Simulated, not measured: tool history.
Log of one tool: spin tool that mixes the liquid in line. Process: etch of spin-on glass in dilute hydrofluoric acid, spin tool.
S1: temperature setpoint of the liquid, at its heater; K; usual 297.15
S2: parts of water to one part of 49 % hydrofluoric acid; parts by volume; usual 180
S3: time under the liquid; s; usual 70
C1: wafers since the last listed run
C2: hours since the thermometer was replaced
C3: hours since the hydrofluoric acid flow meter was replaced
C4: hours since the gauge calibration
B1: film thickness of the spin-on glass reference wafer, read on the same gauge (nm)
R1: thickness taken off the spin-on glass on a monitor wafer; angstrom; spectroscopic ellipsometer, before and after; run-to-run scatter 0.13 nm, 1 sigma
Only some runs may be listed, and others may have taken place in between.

run   hour      S1   S2   S3   C1      C2      C3     C4      B1     R1
  1    0.0  297.15  180   70    0  1928.4  1264.6   61.4  149.99  214.5
  2   23.7  297.15  180   70  313  1952.1  1288.3   85.1  149.98  211.6
  3   47.7  295.15  180   70  317  1976.1  1312.3  109.1  150.01  199.1
  4   77.3  297.15  180   70  391  2005.7  1341.9  138.7  149.97  214.1
  5   92.8  297.15  180   70  205  2021.2  1357.4  154.2  150.03  214.7
  6  110.6  294.65  180   60  235  2039.0  1375.2  172.0  150.04  168.6
  7  139.9  294.65  180   60  387  2068.3  1404.5  201.3  150.02  168.4
  8  173.8  297.15  180   70  448  2102.2  1438.4  235.2  150.00  217.2
  9  196.1  297.15  180   70  295  2124.5  1460.7  257.5  150.03  219.2
 10  218.2  297.15  180   70  292  2146.6  1482.8  279.6  149.99  216.2
     238.2  -- thermometer replaced
 11  246.1  297.15  180   70  356     7.9  1510.7  307.5  150.03  217.6
 12  272.2  297.15  180   70  345    34.0  1536.8  333.6  149.98  218.8
 13  300.0  297.15  180   70  368    61.8  1564.6  361.4  149.99  219.7
 14  316.0  297.15  180   70  211    77.8  1580.6  377.4  150.01  220.3
     327.8  -- hydrofluoric acid flow meter replaced
     353.3  -- gauge calibrated
 15  368.8  297.15  180   70  685   130.6    41.0   15.5  149.99  194.0
 16  389.5  297.15  180   70  274   151.3    61.7   36.2  150.01  195.9
 17  405.0  298.65  235   40  205   166.8    77.2   51.7  149.99   85.8
 18  424.6  297.15  235   85  259   186.4    96.8   71.3  150.00  171.7
 19  460.1  294.15  180   70  470   221.9   132.3  106.8  150.01  176.0
 20  493.6  297.15  180   70  443   255.4   165.8  140.3  150.04  198.5
 21  529.4  301.15  230   35  474   291.2   201.6  176.1  150.04   85.2
 22  552.0  297.15  210  100  299   313.8   224.2  198.7  150.04  236.4
 23  565.0  297.15  180   70  172   326.8   237.2  211.7  150.00  201.5
 24  582.0  297.15  135   70  225   343.8   254.2  228.7  150.02  281.2
 25  600.7  292.15  105   70  247   362.5   272.9  247.4  150.03  305.0
 26  626.4  297.15  180   70  340   388.2   298.6  273.1  150.01  203.8
 27  643.0  297.15  180  100  219   404.8   315.2  289.7  150.00  290.4
 28  655.6  297.15  180   60  166   417.4   327.8  302.3  149.98  173.4
 29  684.0  297.15  125   70  376   445.8   356.2  330.7  149.99  309.4
 30  720.9  297.15  180   70  488   482.7   393.1  367.6  150.01  201.1

5 ways to go on from here, each from the tool as it stands after run 30. What would each give?
  A  721.3  297.15  180  70   5  483.1  393.5  368.0   ?   ?
  B  721.3  292.65  140  70   5  483.1  393.5  368.0   ?   ?
  C  721.3  301.65  110  70   5  483.1  393.5  368.0   ?   ?
  D  721.3  293.65  255  60   5  483.1  393.5  368.0   ?   ?
  E  721.3  293.15  180  70   5  483.1  393.5  368.0   ?   ?

run      B1     R1
  A  150.00  202.0
  B  150.00  227.0
  C  150.00  425.1
  D  150.00   99.6
  E  150.00  173.2
What these runs would have given with no unlogged condition in the tool:
run     R1
  A  191.0
  B  215.2
  C  402.8
  D   94.0
  E  163.9
